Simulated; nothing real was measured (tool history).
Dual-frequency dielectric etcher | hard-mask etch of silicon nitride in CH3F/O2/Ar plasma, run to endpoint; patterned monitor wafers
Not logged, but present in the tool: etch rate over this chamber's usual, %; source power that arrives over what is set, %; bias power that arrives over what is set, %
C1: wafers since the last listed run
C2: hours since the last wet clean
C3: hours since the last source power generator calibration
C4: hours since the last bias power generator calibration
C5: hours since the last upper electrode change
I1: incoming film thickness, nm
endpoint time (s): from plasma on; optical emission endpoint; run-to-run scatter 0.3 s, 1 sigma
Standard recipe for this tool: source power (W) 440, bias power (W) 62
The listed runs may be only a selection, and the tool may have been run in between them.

{"run": 1, "hour": 0.0, "source power (W)": 440, "bias power (W)": 62, "C1": 0, "C2": 229.1, "C3": 2192.4, "C4": 1201.1, "C5": 3675.3, "I1": 36.65, "endpoint time (s)": 50.7}
{"run": 2, "hour": 59.5, "source power (W)": 500, "bias power (W)": 56, "C1": 508, "C2": 288.6, "C3": 2251.9, "C4": 1260.6, "C5": 3734.8, "I1": 35.81, "endpoint time (s)": 48.6}
{"run": 3, "hour": 88.4, "source power (W)": 500, "bias power (W)": 56, "C1": 247, "C2": 317.5, "C3": 2280.8, "C4": 1289.5, "C5": 3763.7, "I1": 36.15, "endpoint time (s)": 49.4}
{"run": 4, "hour": 133.4, "source power (W)": 440, "bias power (W)": 62, "C1": 384, "C2": 362.5, "C3": 2325.8, "C4": 1334.5, "C5": 3808.7, "I1": 36.64, "endpoint time (s)": 50.1}
{"run": 5, "hour": 161.9, "source power (W)": 440, "bias power (W)": 62, "C1": 243, "C2": 391, "C3": 2354.3, "C4": 1363, "C5": 3837.2, "I1": 36.66, "endpoint time (s)": 49.3}
{"hour": 189.2, "done": "wet clean of the chamber"}
{"run": 6, "hour": 359.4, "source power (W)": 500, "bias power (W)": 72, "C1": 1483, "C2": 170.2, "C3": 2551.8, "C4": 1560.5, "C5": 4034.7, "I1": 36.6, "endpoint time (s)": 47.3}
{"run": 7, "hour": 387.8, "source power (W)": 500, "bias power (W)": 72, "C1": 242, "C2": 198.6, "C3": 2580.2, "C4": 1588.9, "C5": 4063.1, "I1": 36.31, "endpoint time (s)": 46.6}
{"run": 8, "hour": 440.7, "source power (W)": 500, "bias power (W)": 72, "C1": 452, "C2": 251.5, "C3": 2633.1, "C4": 1641.8, "C5": 4116, "I1": 36.3, "endpoint time (s)": 46.3}
{"run": 9, "hour": 495.2, "source power (W)": 440, "bias power (W)": 73, "C1": 466, "C2": 306, "C3": 2687.6, "C4": 1696.3, "C5": 4170.5, "I1": 36.43, "endpoint time (s)": 48}
{"run": 10, "hour": 540.2, "source power (W)": 440, "bias power (W)": 73, "C1": 384, "C2": 351, "C3": 2732.6, "C4": 1741.3, "C5": 4215.5, "I1": 36.51, "endpoint time (s)": 47.7}
{"run": 11, "hour": 566.9, "source power (W)": 440, "bias power (W)": 62, "C1": 228, "C2": 377.7, "C3": 2759.3, "C4": 1768, "C5": 4242.2, "I1": 36.57, "endpoint time (s)": 49.7}
{"hour": 622.1, "done": "wet clean of the chamber"}
{"run": 12, "hour": 622.6, "source power (W)": 440, "bias power (W)": 62, "C1": 271, "C2": 0.5, "C3": 2815, "C4": 1823.7, "C5": 4297.9, "I1": 36.36, "endpoint time (s)": 51.5}
{"hour": 717.7, "done": "bias power generator calibrated"}
{"run": 13, "hour": 742.1, "source power (W)": 440, "bias power (W)": 62, "C1": 987, "C2": 120, "C3": 2934.5, "C4": 24.4, "C5": 4417.4, "I1": 36.59, "endpoint time (s)": 50.9}
{"run": 14, "hour": 802.3, "source power (W)": 440, "bias power (W)": 62, "C1": 514, "C2": 180.2, "C3": 2994.7, "C4": 84.6, "C5": 4477.6, "I1": 36.82, "endpoint time (s)": 51.1}
{"hour": 850.8, "done": "source power generator calibrated"}
{"run": 15, "hour": 862.0, "source power (W)": 440, "bias power (W)": 62, "C1": 476, "C2": 239.9, "C3": 11.2, "C4": 144.3, "C5": 4537.3, "I1": 36.71, "endpoint time (s)": 51}
{"run": 16, "hour": 894.8, "source power (W)": 410, "bias power (W)": 52, "C1": 280, "C2": 272.7, "C3": 44, "C4": 177.1, "C5": 4570.1, "I1": 36.63, "endpoint time (s)": 54}
{"run": 17, "hour": 942.9, "source power (W)": 440, "bias power (W)": 73, "C1": 411, "C2": 320.8, "C3": 92.1, "C4": 225.2, "C5": 4618.2, "I1": 36.43, "endpoint time (s)": 47.6}
{"hour": 984.7, "done": "upper electrode replaced"}
{"run": 18, "hour": 997.0, "source power (W)": 510, "bias power (W)": 74, "C1": 257, "C2": 374.9, "C3": 146.2, "C4": 279.3, "C5": 12.3, "I1": 36.3, "endpoint time (s)": 45.1}
{"run": 19, "hour": 1045.4, "source power (W)": 380, "bias power (W)": 77, "C1": 413, "C2": 423.3, "C3": 194.6, "C4": 327.7, "C5": 60.7, "I1": 36.14, "endpoint time (s)": 47.3}
{"run": 20, "hour": 1079.2, "source power (W)": 400, "bias power (W)": 48, "C1": 289, "C2": 457.1, "C3": 228.4, "C4": 361.5, "C5": 94.5, "I1": 36.52, "endpoint time (s)": 54.5}
{"hour": 1110.0, "done": "wet clean of the chamber"}
{"run": 21, "hour": 1110.7, "source power (W)": 360, "bias power (W)": 66, "C1": 64, "C2": 0.7, "C3": 259.9, "C4": 393, "C5": 126, "I1": 36.51, "endpoint time (s)": 53.5}
{"run": 22, "hour": 1148.6, "source power (W)": 470, "bias power (W)": 47, "C1": 324, "C2": 38.6, "C3": 297.8, "C4": 430.9, "C5": 163.9, "I1": 36.57, "endpoint time (s)": 54}
{"run": 23, "hour": 1210.9, "source power (W)": 480, "bias power (W)": 62, "C1": 532, "C2": 100.9, "C3": 360.1, "C4": 493.2, "C5": 226.2, "I1": 36.4, "endpoint time (s)": 49.7}
{"run": 24, "hour": 1239.9, "source power (W)": 350, "bias power (W)": 62, "C1": 247, "C2": 129.9, "C3": 389.1, "C4": 522.2, "C5": 255.2, "I1": 36.27, "endpoint time (s)": 53.8}
{"run": 25, "hour": 1360.5, "source power (W)": 340, "bias power (W)": 70, "C1": 1031, "C2": 250.5, "C3": 509.7, "C4": 642.8, "C5": 375.8, "I1": 36.4, "endpoint time (s)": 51.7}
{"run": 26, "hour": 1424.7, "source power (W)": 390, "bias power (W)": 62, "C1": 548, "C2": 314.7, "C3": 573.9, "C4": 707, "C5": 440, "I1": 36.53, "endpoint time (s)": 50.8}
{"run": 27, "hour": 1471.4, "source power (W)": 520, "bias power (W)": 56, "C1": 399, "C2": 361.4, "C3": 620.6, "C4": 753.7, "C5": 486.7, "I1": 36.41, "endpoint time (s)": 48.6}
{"run": 28, "hour": 1506.7, "source power (W)": 330, "bias power (W)": 78, "C1": 301, "C2": 396.7, "C3": 655.9, "C4": 789, "C5": 522, "I1": 36.42, "endpoint time (s)": 49.2}
{"hour": 1541.6, "done": "wet clean of the chamber"}
{"run": 29, "hour": 1570.4, "source power (W)": 490, "bias power (W)": 55, "C1": 339, "C2": 28.8, "C3": 719.6, "C4": 852.7, "C5": 585.7, "I1": 36.72, "endpoint time (s)": 52.3}
{"run": 30, "hour": 1596.7, "source power (W)": 530, "bias power (W)": 74, "C1": 224, "C2": 55.1, "C3": 745.9, "C4": 879, "C5": 612, "I1": 36.51, "endpoint time (s)": 46.6}
{"run": 31, "hour": 1642.8, "source power (W)": 440, "bias power (W)": 62, "C1": 394, "C2": 101.2, "C3": 792, "C4": 925.1, "C5": 658.1, "I1": 36.22, "endpoint time (s)": 50.5}
{"run": 32, "hour": 1710.5, "source power (W)": 470, "bias power (W)": 50, "C1": 578, "C2": 168.9, "C3": 859.7, "C4": 992.8, "C5": 725.8, "I1": 36.25, "endpoint time (s)": 53.5}
{"run": 33, "hour": 1749.0, "source power (W)": 440, "bias power (W)": 62, "C1": 329, "C2": 207.4, "C3": 898.2, "C4": 1031.3, "C5": 764.3, "I1": 36.47, "endpoint time (s)": 50.7}
{"run": 34, "hour": 1784.4, "source power (W)": 440, "bias power (W)": 75, "C1": 302, "C2": 242.8, "C3": 933.6, "C4": 1066.7, "C5": 799.7, "I1": 36.37, "endpoint time (s)": 47.9}
{"run": 35, "hour": 1854.1, "source power (W)": 550, "bias power (W)": 62, "C1": 595, "C2": 312.5, "C3": 1003.3, "C4": 1136.4, "C5": 869.4, "I1": 36.44, "endpoint time (s)": 46.9}
{"hour": 2061.4, "done": "wet clean of the chamber"}
{"run": 36, "hour": 2061.7, "source power (W)": 500, "bias power (W)": 62, "C1": 1569, "C2": 0.3, "C3": 1210.9, "C4": 1344, "C5": 1077, "I1": 36.94, "endpoint time (s)": 50.8}

Hidden state or all else? Some run-to-run changes of endpoint time (s), split into what the settings, what came in and random variation would give without the hidden state, and what is left for the hidden state (with any gauge scatter that isn't in both results):
Run 11 -> 12: wet clean of the chamber. endpoint time (s) +1.8: hidden state +2, all else -0.2.
Run 16 -> 17: source power (W) 410 -> 440, bias power (W) 52 -> 73. endpoint time (s) -6.4: hidden state +0, all else -6.4.
Run 19 -> 20: source power (W) 380 -> 400, bias power (W) 77 -> 48. endpoint time (s) +7.2: hidden state -0.6, all else +7.8.
Run 20 -> 21: source power (W) 400 -> 360, bias power (W) 48 -> 66, wet clean of the chamber. endpoint time (s) -1: hidden state +2.5, all else -3.5.
Run 28 -> 29: source power (W) 330 -> 490, bias power (W) 78 -> 55, wet clean of the chamber. endpoint time (s) +3.1: hidden state +2.6, all else +0.5.
Run 29 -> 30: source power (W) 490 -> 530, bias power (W) 55 -> 74. endpoint time (s) -5.7: hidden state -0.2, all else -5.5.

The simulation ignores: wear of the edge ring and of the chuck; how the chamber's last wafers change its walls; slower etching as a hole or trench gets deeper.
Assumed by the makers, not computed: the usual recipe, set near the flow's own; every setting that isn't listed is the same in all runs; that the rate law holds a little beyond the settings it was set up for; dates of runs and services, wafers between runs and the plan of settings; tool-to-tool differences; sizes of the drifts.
